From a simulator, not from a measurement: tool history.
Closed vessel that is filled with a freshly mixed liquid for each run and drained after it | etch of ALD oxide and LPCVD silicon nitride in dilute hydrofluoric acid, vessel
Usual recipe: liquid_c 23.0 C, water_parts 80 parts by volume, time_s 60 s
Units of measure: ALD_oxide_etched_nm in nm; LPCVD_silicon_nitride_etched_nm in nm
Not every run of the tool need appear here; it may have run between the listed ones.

run,hour,liquid_c,water_parts,time_s,wafers since the last listed run,hours since the thermometer was replaced,hours since the hydrofluoric acid flow meter was replaced,hours since the gauge calibration,"read-back film thickness of the ALD oxide reference wafer, read on the same gauge (nm)","read-back film thickness of the LPCVD silicon nitride reference wafer, read on the same gauge (nm)",ALD_oxide_etched_nm,LPCVD_silicon_nitride_etched_nm
1,0.0,23.0,80,60,0,1247.6,1365.8,432.4,69.99,110.012,9.61,0.225
2,32.4,23.0,80,60,3983,1280.0,1398.2,464.8,69.98,109.984,9.67,0.255
3,56.8,23.0,50,60,3000,1304.4,1422.6,489.2,70.02,109.947,16.05,0.382
4,76.3,23.0,50,60,2397,1323.9,1442.1,508.7,69.98,110.001,16.20,0.386
5,112.2,21.5,80,75,4413,1359.8,1478.0,544.6,70.00,109.988,11.37,0.327
6,137.3,21.5,80,75,3086,1384.9,1503.1,569.7,70.00,109.987,11.33,0.311
# hour 145.7: thermometer replaced
7,153.7,23.0,80,60,1893,8.0,1519.5,586.1,70.02,109.970,10.13,0.316
# hour 157.4: gauge calibrated
8,171.4,23.0,80,60,2176,25.7,1537.2,14.0,69.97,110.051,10.19,0.305
9,203.1,23.0,80,60,3897,57.4,1568.9,45.7,69.97,110.003,10.29,0.266
10,230.5,23.0,80,60,3368,84.8,1596.3,73.1,69.99,110.007,10.20,0.265
11,243.2,20.0,90,45,1561,97.5,1609.0,85.8,70.02,110.009,5.94,0.121
12,257.1,26.0,100,30,1709,111.4,1622.9,99.7,69.99,110.019,4.45,0.127
13,269.3,23.0,80,60,1500,123.6,1635.1,111.9,69.97,109.998,10.18,0.290
14,300.0,26.5,80,60,3774,154.3,1665.8,142.6,70.02,110.011,11.74,0.389
15,329.1,23.0,80,60,3577,183.4,1694.9,171.7,69.95,109.977,10.18,0.268
16,346.6,24.5,50,30,2151,200.9,1712.4,189.2,69.96,110.016,8.99,0.258
17,391.5,23.0,80,60,5520,245.8,1757.3,234.1,69.99,109.982,10.18,0.267
# hour 476.8: hydrofluoric acid flow meter replaced
18,489.8,19.5,90,50,11963,344.1,13.0,332.4,69.99,109.955,6.33,0.174
19,517.3,23.0,80,60,3381,371.6,40.5,359.9,70.00,109.966,10.09,0.320
20,552.4,27.5,80,35,4315,406.7,75.6,395.0,70.03,109.993,6.99,0.250
21,634.6,23.0,80,60,10106,488.9,157.8,477.2,70.02,110.033,10.02,0.277
22,662.1,23.0,80,60,3381,516.4,185.3,504.7,70.05,110.022,10.05,0.237
23,698.1,27.5,60,30,4426,552.4,221.3,540.7,69.96,110.039,8.16,0.235
# hour 716.2: gauge calibrated
24,720.9,21.0,80,90,2803,575.2,244.1,4.7,70.00,110.058,13.76,0.452
25,752.7,18.0,105,60,3909,607.0,275.9,36.5,69.99,109.978,6.03,0.141

5 options for the next run, each taken on its own from the tool as it stands now. Forecast them:
A,753.4,23.0,80,60,86,607.7,276.6,37.2,?,?,?,?
B,753.4,19.0,80,60,86,607.7,276.6,37.2,?,?,?,?
C,753.4,23.0,60,85,86,607.7,276.6,37.2,?,?,?,?
D,753.4,27.0,50,60,86,607.7,276.6,37.2,?,?,?,?
E,753.4,20.5,110,35,86,607.7,276.6,37.2,?,?,?,?

run,"read-back film thickness of the ALD oxide reference wafer, read on the same gauge (nm)","read-back film thickness of the LPCVD silicon nitride reference wafer, read on the same gauge (nm)",ALD_oxide_etched_nm,LPCVD_silicon_nitride_etched_nm
A,69.99,110.051,9.97,0.349
B,69.99,110.051,8.45,0.265
C,69.99,110.051,19.31,0.655
D,69.99,110.051,19.52,0.723
E,69.99,110.051,3.69,0.126
What these runs would have given with no unlogged condition in the tool:
run,ALD_oxide_etched_nm,LPCVD_silicon_nitride_etched_nm
A,10.27,0.366
B,8.71,0.279
C,19.89,0.687
D,20.09,0.758
E,3.80,0.132
